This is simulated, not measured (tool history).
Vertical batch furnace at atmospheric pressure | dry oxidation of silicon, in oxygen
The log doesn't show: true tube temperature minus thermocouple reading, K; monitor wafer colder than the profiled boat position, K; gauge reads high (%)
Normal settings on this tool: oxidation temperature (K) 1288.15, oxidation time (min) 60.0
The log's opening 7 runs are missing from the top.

run	day	oxidation temperature (K)	oxidation time (min)	wafers since the last listed run	hours since the last temperature calibration	hours since the boat lift was adjusted	hours since the gauge calibration	read-back reference wafer on the same gauge, thickness	oxide thickness on the monitor wafer (Å)
# day 8.754: gauge calibrated
8	9.854	1270.15	73.5	313	1902.0	3920.2	26.4	65.71	777.6
9	11.075	1288.15	81.5	325	1931.3	3949.5	55.7	65.74	904.3
10	11.838	1288.15	81.5	203	1949.6	3967.8	74.0	65.72	903.9
11	13.238	1288.15	60.0	373	1983.2	4001.4	107.6	65.65	783.0
12	14.029	1288.15	78.0	211	2002.2	4020.4	126.6	65.68	880.2
13	15.042	1288.15	78.0	270	2026.5	4044.7	150.9	65.61	884.1
14	16.246	1288.15	78.0	321	2055.4	4073.6	179.8	65.63	889.1
15	17.229	1288.15	60.0	262	2079.0	4097.2	203.4	65.71	789.4
16	18.229	1288.15	60.0	266	2103.0	4121.2	227.4	65.71	787.7
17	19.042	1288.15	81.5	216	2122.5	4140.7	246.9	65.78	905.8
18	19.633	1280.15	36.0	157	2136.7	4154.9	261.1	65.81	628.8
19	20.204	1288.15	86.0	152	2150.4	4168.6	274.8	65.73	934.4
20	20.867	1265.15	47.0	176	2166.3	4184.5	290.7	65.65	641.1

Run 21 has not been measured yet. What should we expect?
# day 25.600: boat lift adjusted
21	25.621	1288.15	60.0	1002	2280.4	0.5	404.8	?	?

Run 21 came out at read-back reference wafer on the same gauge, thickness 65.70, oxide thickness on the monitor wafer (Å) 783.8.
If the tool had no hidden condition, the same run with the same run-to-run variation would have returned oxide thickness on the monitor wafer (Å) 783.8.
